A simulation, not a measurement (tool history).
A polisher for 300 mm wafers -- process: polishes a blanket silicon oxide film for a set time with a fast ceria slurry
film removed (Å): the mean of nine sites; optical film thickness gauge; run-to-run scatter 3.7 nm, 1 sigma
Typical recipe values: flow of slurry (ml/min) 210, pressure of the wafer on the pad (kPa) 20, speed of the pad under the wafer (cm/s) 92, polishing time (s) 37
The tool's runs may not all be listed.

run   hour  flow of slurry (ml/min)  pressure of the wafer on the pad (kPa)  speed of the pad under the wafer (cm/s)  polishing time (s)  wafers since the last listed run  wafers polished on this pad  hours since the slurry nozzle was cleaned  hours since the head pressure was calibrated  incoming thickness of the incoming film, nm  film removed (Å)
  1      0                      210                                      20                                       92                  37                                 0                         1032                                      369.8                                         931.5                                       1588.7              4538
      22.1  -- worn pad replaced by a new one
  2   25.1                      210                                      20                                       92                  37                               171                           24                                      394.9                                         956.6                                       1603.1              4760
  3   42.7                      210                                      20                                       92                  37                               143                          167                                      412.5                                         974.2                                       1590.2              4736
  4   58.7                      210                                      20                                       92                  37                               130                          297                                      428.5                                         990.2                                         1593              4709
  5   80.1                      210                                      20                                       92                  37                               174                          471                                      449.9                                        1011.6                                       1582.5              4605
        99  -- slurry nozzle cleaned
  6  107.7                      250                                    15.2                                       92                  37                               216                          688                                        8.7                                        1039.2                                       1589.9              3738
  7  142.5                      250                                    15.2                                       92                  37                               283                          971                                       43.5                                          1074                                       1598.6              3674
     146.9  -- worn pad replaced by a new one
  8  158.2                      210                                      20                                       86                  37                                95                           92                                       59.2                                        1089.7                                         1589              4451
  9  170.7                      210                                      20                                       86                  37                               101                          193                                       71.7                                        1102.2                                       1561.5              4422
 10  184.3                      210                                      20                                       86                  37                               110                          304                                       85.3                                        1115.8                                       1586.2              4425
 11    205                      210                                      20                                       92                  37                               168                          473                                        106                                        1136.5                                       1577.5              4620
 12  227.4                      210                                      20                                       92                  37                               182                          655                                      128.4                                        1158.9                                       1610.4              4532
 13  249.7                      210                                      20                                       78                  37                               181                          837                                      150.7                                        1181.2                                         1579              3856
 14  284.6                      210                                      20                                       78                  37                               284                         1121                                      185.6                                        1216.1                                       1581.3              3787
     293.3  -- worn pad replaced by a new one
 15  311.4                      190                                    23.4                                       92                  30                               185                          147                                      212.4                                        1242.9                                       1577.1              4299
 16  339.8                      210                                      20                                       92                  42                               231                          378                                      240.8                                        1271.3                                       1574.9              5229
 17    357                      210                                    24.8                                       92                  46                               140                          518                                        258                                        1288.5                                       1585.5              6893
     367.6  -- head pressure recalibrated
 18  388.6                      210                                      20                                       92                  37                               241                          759                                      289.6                                            21                                       1580.4              4539
 19  411.7                      165                                    23.4                                       70                  44                               188                          947                                      312.7                                          44.1                                       1569.2              4480
     444.1  -- worn pad replaced by a new one
 20  444.6                      210                                      20                                       92                  37                               235                            3                                      345.6                                            77                                         1568              4694
 21  468.4                      175                                    16.5                                       80                  24                               193                          197                                      369.4                                         100.8                                       1574.2              2209
 22  489.6                      210                                      20                                       92                  25                               172                          370                                      390.6                                           122                                       1579.8              3117
 23  522.2                      245                                      20                                      110                  25                               265                          635                                      423.2                                         154.6                                       1584.1              3677
     529.4  -- slurry nozzle cleaned
 24  543.2                      210                                    16.5                                       92                  37                               162                          798                                       13.8                                         175.6                                       1559.9              3819
     572.7  -- worn pad replaced by a new one
 25  589.8                      245                                      20                                       66                  37                               346                          139                                       60.4                                         222.2                                       1587.5              3430
 26  611.2                      210                                      20                                       70                  47                               174                          313                                       81.8                                         243.6                                       1602.8              4525
 27  659.7                      160                                    25.5                                       92                  34                               394                          708                                      130.3                                         292.1                                         1597              5013
 28  676.5                      210                                      20                                       92                  44                               136                          845                                      147.1                                         308.9                                       1575.9              5444

Exercise: give the hidden state of the tool at every run:
slurry flow missing at the pad, %: 0 at every run
deviation of the head's pressure from its setpoint, %: 0 at every run
H1: removal rate lost through wear of the pad, %
run     H1
  1   6.39
  2  0.546
  3   1.36
  4   2.11
  5    3.1
  6   4.38
  7      6
  8   1.23
  9   1.81
 10   2.44
 11   3.41
 12   4.44
 13   5.48
 14    7.1
 15   1.44
 16   2.76
 17   3.56
 18   5.02
 19   6.09
 20   1.41
 21   2.52
 22    3.5
 23   5.02
 24   5.99
 25  0.997
 26   1.99
 27   4.24
 28   5.02

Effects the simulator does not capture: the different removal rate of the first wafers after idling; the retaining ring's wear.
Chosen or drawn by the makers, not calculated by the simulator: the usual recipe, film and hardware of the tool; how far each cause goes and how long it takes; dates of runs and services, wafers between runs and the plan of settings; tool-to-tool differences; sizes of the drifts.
